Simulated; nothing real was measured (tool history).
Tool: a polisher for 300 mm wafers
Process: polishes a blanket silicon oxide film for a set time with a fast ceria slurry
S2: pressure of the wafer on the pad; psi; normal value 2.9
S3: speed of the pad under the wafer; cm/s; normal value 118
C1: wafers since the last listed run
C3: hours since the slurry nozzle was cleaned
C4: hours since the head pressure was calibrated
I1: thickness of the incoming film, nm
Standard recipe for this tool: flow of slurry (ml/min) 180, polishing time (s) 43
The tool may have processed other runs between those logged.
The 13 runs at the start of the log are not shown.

Run 14, hour 995.7: usual settings; C1 740; wafers polished on this pad 1978; C3 246.6; C4 1115; I1 3733.2. Result: film removed (Å) 9994.
At hour 1011.6: head pressure recalibrated.
Run 15, hour 1091.3: usual settings; C1 1087; wafers polished on this pad 3066; C3 342.2; C4 79.7; I1 3751.1. Result: film removed (Å) 9346.
Run 16, hour 1137.6: usual settings but flow of slurry (ml/min) 240, S2 2.5 psi, S3 152 cm/s, polishing time (s) 39; C1 538; wafers polished on this pad 3604; C3 388.5; C4 126; I1 3704.8. Result: film removed (Å) 9794.
Run 17, hour 1192.4: usual settings but S2 2.4 psi, S3 100 cm/s, polishing time (s) 48; C1 636; wafers polished on this pad 4241; C3 443.3; C4 180.8; I1 3753.4. Result: film removed (Å) 8315.
At hour 1252.5: worn pad replaced by a new one.
Run 18, hour 1278.1: usual settings but S2 2.5 psi, S3 142 cm/s; C1 949; wafers polished on this pad 297; C3 529; C4 266.5; I1 3681.1. Result: film removed (Å) 10047.
Run 19, hour 1314.3: usual settings; C1 420; wafers polished on this pad 718; C3 565.2; C4 302.7; I1 3742.5. Result: film removed (Å) 9447.
Run 20, hour 1351.3: usual settings but polishing time (s) 53; C1 430; wafers polished on this pad 1148; C3 602.2; C4 339.7; I1 3733.9. Result: film removed (Å) 11922.
Run 21, hour 1446.6: usual settings but S2 2.5 psi, polishing time (s) 48; C1 1107; wafers polished on this pad 2255; C3 697.5; C4 435; I1 3699.6. Result: film removed (Å) 9828.
Run 22, hour 1490.6: usual settings but polishing time (s) 50; C1 511; wafers polished on this pad 2767; C3 741.5; C4 479; I1 3776.1. Result: film removed (Å) 11228.
At hour 1584: slurry nozzle cleaned.
Run 23, hour 1587.6: usual settings but flow of slurry (ml/min) 115; C1 1115; wafers polished on this pad 3883; C3 3.6; C4 576; I1 3760.1. Result: film removed (Å) 8866.
At hour 1678.7: worn pad replaced by a new one.
Run 24, hour 1682.6: usual settings but S2 2.2 psi, S3 138 cm/s; C1 1057; wafers polished on this pad 44; C3 98.6; C4 671; I1 3706.6. Result: film removed (Å) 9257.
Run 25, hour 1728.3: usual settings but flow of slurry (ml/min) 145, polishing time (s) 56; C1 531; wafers polished on this pad 576; C3 144.3; C4 716.7; I1 3754.6. Result: film removed (Å) 12203.
Run 26, hour 1768.7: usual settings but S3 154 cm/s; C1 469; wafers polished on this pad 1045; C3 184.7; C4 757.1; I1 3814. Result: film removed (Å) 12240.
Run 27, hour 1814.3: usual settings but S3 88 cm/s; C1 529; wafers polished on this pad 1575; C3 230.3; C4 802.7; I1 3736.8. Result: film removed (Å) 7924.
Run 28, hour 1879.3: usual settings but flow of slurry (ml/min) 225; C1 755; wafers polished on this pad 2330; C3 295.3; C4 867.7; I1 3776. Result: film removed (Å) 10343.
Run 29, hour 1942.5: usual settings; C1 734; wafers polished on this pad 3065; C3 358.5; C4 930.9; I1 3778.1. Result: film removed (Å) 10062.
Run 30, hour 2015.5: usual settings but S2 2.4 psi, polishing time (s) 31; C1 848; wafers polished on this pad 3913; C3 431.5; C4 1003.9; I1 3760.6. Result: film removed (Å) 6614.

Below are 5 alternative next runs, each starting from the tool's condition after run 30. Predict each:
Run A, hour 2015.9: usual settings but S2 3.2 psi; C1 4; wafers polished on this pad 3918; C3 431.9; C4 1004.3; I1 3781.8. Result: film removed (Å) ?.
Run B, hour 2015.9: usual settings but S3 84 cm/s; C1 4; wafers polished on this pad 3918; C3 431.9; C4 1004.3; I1 3781.8. Result: film removed (Å) ?.
Run C, hour 2015.9: usual settings but flow of slurry (ml/min) 205, S2 2.1 psi, S3 102 cm/s, polishing time (s) 29; C1 4; wafers polished on this pad 3918; C3 431.9; C4 1004.3; I1 3781.8. Result: film removed (Å) ?.
Run D, hour 2015.9: usual settings but flow of slurry (ml/min) 145, S2 3.3 psi, S3 134 cm/s, polishing time (s) 36; C1 4; wafers polished on this pad 3918; C3 431.9; C4 1004.3; I1 3781.8. Result: film removed (Å) ?.
Run E, hour 2015.9: usual settings but polishing time (s) 32; C1 4; wafers polished on this pad 3918; C3 431.9; C4 1004.3; I1 3781.8. Result: film removed (Å) ?.

run  film removed (Å)
  A             10789
  B              7866
  C              5128
  D              9849
  E              7534
Stripped of hidden state, with their random variation kept, the same runs would have yielded:
run  film removed (Å)
  A             10244
  B              7469
  C              4869
  D              9351
  E              7153

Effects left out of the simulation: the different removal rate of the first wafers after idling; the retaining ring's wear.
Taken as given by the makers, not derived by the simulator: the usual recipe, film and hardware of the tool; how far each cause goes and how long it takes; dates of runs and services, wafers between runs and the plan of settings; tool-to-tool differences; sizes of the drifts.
